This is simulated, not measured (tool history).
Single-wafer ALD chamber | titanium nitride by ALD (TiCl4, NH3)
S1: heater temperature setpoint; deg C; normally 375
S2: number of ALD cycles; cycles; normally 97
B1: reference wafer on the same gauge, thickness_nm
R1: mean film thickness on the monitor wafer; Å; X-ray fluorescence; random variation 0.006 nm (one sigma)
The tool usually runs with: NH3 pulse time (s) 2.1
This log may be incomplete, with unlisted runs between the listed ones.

{"run": 1, "hour": 0.0, "S1": 375, "S2": 97, "NH3 pulse time (s)": 2.1, "B1": 2.45, "R1": 21.32}
{"run": 2, "hour": 64.9, "S1": 375, "S2": 97, "NH3 pulse time (s)": 2.1, "B1": 2.451, "R1": 21.28}
{"run": 3, "hour": 132.3, "S1": 375, "S2": 97, "NH3 pulse time (s)": 2.1, "B1": 2.446, "R1": 21.31}
{"run": 4, "hour": 194.8, "S1": 375, "S2": 97, "NH3 pulse time (s)": 2.1, "B1": 2.446, "R1": 21.34}
{"run": 5, "hour": 228.9, "S1": 375, "S2": 97, "NH3 pulse time (s)": 2.1, "B1": 2.449, "R1": 21.31}
{"run": 6, "hour": 257.5, "S1": 375, "S2": 97, "NH3 pulse time (s)": 2.1, "B1": 2.446, "R1": 21.24}
{"run": 7, "hour": 292.0, "S1": 375, "S2": 97, "NH3 pulse time (s)": 2.1, "B1": 2.449, "R1": 21.37}
{"run": 8, "hour": 343.6, "S1": 375, "S2": 97, "NH3 pulse time (s)": 2.1, "B1": 2.445, "R1": 21.21}
{"run": 9, "hour": 374.8, "S1": 375, "S2": 97, "NH3 pulse time (s)": 2.1, "B1": 2.443, "R1": 21.3}
{"run": 10, "hour": 424.5, "S1": 375, "S2": 112, "NH3 pulse time (s)": 2.72, "B1": 2.445, "R1": 24.98}
{"run": 11, "hour": 490.0, "S1": 375, "S2": 112, "NH3 pulse time (s)": 2.72, "B1": 2.444, "R1": 25.08}
{"run": 12, "hour": 544.4, "S1": 375, "S2": 97, "NH3 pulse time (s)": 2.1, "B1": 2.442, "R1": 21.29}
{"run": 13, "hour": 578.7, "S1": 375, "S2": 97, "NH3 pulse time (s)": 2.1, "B1": 2.44, "R1": 21.18}
{"run": 14, "hour": 605.6, "S1": 375, "S2": 97, "NH3 pulse time (s)": 2.1, "B1": 2.44, "R1": 21.32}
{"run": 15, "hour": 652.8, "S1": 390, "S2": 110, "NH3 pulse time (s)": 1.52, "B1": 2.442, "R1": 23.8}
{"run": 16, "hour": 682.7, "S1": 382, "S2": 97, "NH3 pulse time (s)": 1.72, "B1": 2.434, "R1": 21.11}
{"run": 17, "hour": 726.7, "S1": 375, "S2": 97, "NH3 pulse time (s)": 2.1, "B1": 2.441, "R1": 21.24}
{"run": 18, "hour": 786.0, "S1": 375, "S2": 97, "NH3 pulse time (s)": 2.1, "B1": 2.436, "R1": 21.38}
{"run": 19, "hour": 849.6, "S1": 375, "S2": 97, "NH3 pulse time (s)": 2.1, "B1": 2.435, "R1": 21.29}
{"run": 20, "hour": 880.6, "S1": 387, "S2": 79, "NH3 pulse time (s)": 1.49, "B1": 2.435, "R1": 16.99}
{"run": 21, "hour": 931.1, "S1": 375, "S2": 92, "NH3 pulse time (s)": 2.1, "B1": 2.432, "R1": 20.05}
{"hour": 984.5, "done": "gauge calibrated"}
{"run": 22, "hour": 992.6, "S1": 375, "S2": 97, "NH3 pulse time (s)": 2.6, "B1": 2.463, "R1": 21.81}
{"hour": 1032.3, "done": "thermocouple changed; heater temperature recalibrated"}
{"run": 23, "hour": 1048.8, "S1": 375, "S2": 97, "NH3 pulse time (s)": 2.1, "B1": 2.464, "R1": 21.52}
{"run": 24, "hour": 1082.2, "S1": 382, "S2": 105, "NH3 pulse time (s)": 2.1, "B1": 2.461, "R1": 23.32}
{"run": 25, "hour": 1139.2, "S1": 366, "S2": 80, "NH3 pulse time (s)": 1.42, "B1": 2.462, "R1": 16.61}
{"run": 26, "hour": 1173.0, "S1": 368, "S2": 83, "NH3 pulse time (s)": 1.68, "B1": 2.464, "R1": 17.64}
{"run": 27, "hour": 1223.5, "S1": 369, "S2": 97, "NH3 pulse time (s)": 2.1, "B1": 2.462, "R1": 21.21}
{"run": 28, "hour": 1273.5, "S1": 375, "S2": 105, "NH3 pulse time (s)": 2.1, "B1": 2.459, "R1": 23.26}
{"hour": 1322.8, "done": "showerhead replaced"}
{"run": 29, "hour": 1327.2, "S1": 362, "S2": 97, "NH3 pulse time (s)": 2.1, "B1": 2.46, "R1": 21.03}
{"run": 30, "hour": 1385.8, "S1": 375, "S2": 97, "NH3 pulse time (s)": 2.1, "B1": 2.459, "R1": 21.36}
{"run": 31, "hour": 1416.6, "S1": 375, "S2": 80, "NH3 pulse time (s)": 2.1, "B1": 2.457, "R1": 17.65}
{"run": 32, "hour": 1443.2, "S1": 375, "S2": 97, "NH3 pulse time (s)": 2.1, "B1": 2.456, "R1": 21.38}
{"run": 33, "hour": 1509.3, "S1": 365, "S2": 97, "NH3 pulse time (s)": 2.1, "B1": 2.456, "R1": 20.98}
{"run": 34, "hour": 1564.2, "S1": 367, "S2": 97, "NH3 pulse time (s)": 2.62, "B1": 2.455, "R1": 21.5}
{"run": 35, "hour": 1614.2, "S1": 375, "S2": 97, "NH3 pulse time (s)": 1.37, "B1": 2.455, "R1": 20.49}
{"run": 36, "hour": 1674.7, "S1": 375, "S2": 97, "NH3 pulse time (s)": 2.32, "B1": 2.455, "R1": 21.65}
{"run": 37, "hour": 1703.0, "S1": 368, "S2": 97, "NH3 pulse time (s)": 1.45, "B1": 2.45, "R1": 20.24}
{"run": 38, "hour": 1736.0, "S1": 361, "S2": 103, "NH3 pulse time (s)": 2.43, "B1": 2.45, "R1": 22.41}
{"run": 39, "hour": 1786.7, "S1": 375, "S2": 87, "NH3 pulse time (s)": 2.1, "B1": 2.45, "R1": 19.19}

Branching from run 39: 5 alternative next runs. What would each branch give?
{"run": "A", "hour": 1787.3, "S1": 375, "S2": 97, "NH3 pulse time (s)": 2.1, "B1": "?", "R1": "?"}
{"run": "B", "hour": 1787.3, "S1": 386, "S2": 97, "NH3 pulse time (s)": 2.1, "B1": "?", "R1": "?"}
{"run": "C", "hour": 1787.3, "S1": 379, "S2": 86, "NH3 pulse time (s)": 2.35, "B1": "?", "R1": "?"}
{"run": "D", "hour": 1787.3, "S1": 371, "S2": 113, "NH3 pulse time (s)": 1.76, "B1": "?", "R1": "?"}
{"run": "E", "hour": 1787.3, "S1": 365, "S2": 107, "NH3 pulse time (s)": 2.9, "B1": "?", "R1": "?"}

run=A B1=2.453 R1=21.34
run=B B1=2.453 R1=21.53
run=C B1=2.453 R1=19.13
run=D B1=2.453 R1=24.28
run=E B1=2.453 R1=23.77
The same runs, with their run-to-run variation unchanged, on a tool lacking any hidden condition would have given:
run=A R1=21.41
run=B R1=21.61
run=C R1=19.2
run=D R1=24.36
run=E R1=23.85

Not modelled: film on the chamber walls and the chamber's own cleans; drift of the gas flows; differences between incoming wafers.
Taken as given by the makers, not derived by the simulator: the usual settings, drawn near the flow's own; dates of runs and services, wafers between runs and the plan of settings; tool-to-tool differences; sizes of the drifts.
